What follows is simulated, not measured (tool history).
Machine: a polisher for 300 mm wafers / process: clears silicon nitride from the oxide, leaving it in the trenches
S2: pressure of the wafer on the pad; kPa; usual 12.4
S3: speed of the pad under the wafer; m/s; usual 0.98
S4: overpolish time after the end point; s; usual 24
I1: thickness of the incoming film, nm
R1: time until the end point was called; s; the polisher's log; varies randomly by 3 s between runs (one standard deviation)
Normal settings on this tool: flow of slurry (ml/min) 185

{"run": 1, "hour": 0.0, "flow of slurry (ml/min)": 185, "S2": 12.4, "S3": 0.98, "S4": 24, "I1": 90.5, "R1": 190.1}
{"run": 2, "hour": 57.1, "flow of slurry (ml/min)": 185, "S2": 12.4, "S3": 0.98, "S4": 24, "I1": 90.0, "R1": 184.5}
{"run": 3, "hour": 115.4, "flow of slurry (ml/min)": 185, "S2": 12.4, "S3": 0.98, "S4": 24, "I1": 90.0, "R1": 189.2}
{"hour": 122.5, "done": "worn pad replaced by a new one"}
{"run": 4, "hour": 155.3, "flow of slurry (ml/min)": 185, "S2": 12.4, "S3": 0.98, "S4": 24, "I1": 88.8, "R1": 183.6}
{"run": 5, "hour": 189.6, "flow of slurry (ml/min)": 185, "S2": 12.4, "S3": 0.98, "S4": 24, "I1": 89.1, "R1": 185.8}
{"run": 6, "hour": 240.2, "flow of slurry (ml/min)": 185, "S2": 12.4, "S3": 0.98, "S4": 24, "I1": 89.6, "R1": 190.3}
{"run": 7, "hour": 352.1, "flow of slurry (ml/min)": 185, "S2": 12.4, "S3": 0.98, "S4": 24, "I1": 91.5, "R1": 202.3}
{"run": 8, "hour": 397.3, "flow of slurry (ml/min)": 185, "S2": 12.4, "S3": 0.98, "S4": 21, "I1": 91.2, "R1": 200.3}
{"hour": 413.1, "done": "worn pad replaced by a new one"}
{"run": 9, "hour": 457.0, "flow of slurry (ml/min)": 185, "S2": 12.4, "S3": 0.98, "S4": 21, "I1": 91.5, "R1": 203.1}
{"run": 10, "hour": 505.4, "flow of slurry (ml/min)": 185, "S2": 12.4, "S3": 0.98, "S4": 21, "I1": 90.0, "R1": 202.8}
{"hour": 507.8, "done": "slurry nozzle cleaned"}
{"run": 11, "hour": 548.8, "flow of slurry (ml/min)": 185, "S2": 12.4, "S3": 0.98, "S4": 24, "I1": 89.5, "R1": 187.6}
{"run": 12, "hour": 606.3, "flow of slurry (ml/min)": 185, "S2": 12.4, "S3": 0.98, "S4": 24, "I1": 90.1, "R1": 185.4}
{"run": 13, "hour": 631.8, "flow of slurry (ml/min)": 185, "S2": 11.0, "S3": 0.98, "S4": 24, "I1": 91.3, "R1": 209.6}
{"run": 14, "hour": 667.2, "flow of slurry (ml/min)": 185, "S2": 12.4, "S3": 0.98, "S4": 18, "I1": 90.8, "R1": 188.3}

What will run 15 give?
{"run": 15, "hour": 696.7, "flow of slurry (ml/min)": 185, "S2": 9.0, "S3": 0.98, "S4": 24, "I1": 89.0, "R1": "?"}

R1: 222.4 s
Without the tool's hidden state the same run would have given R1 221.3 s.
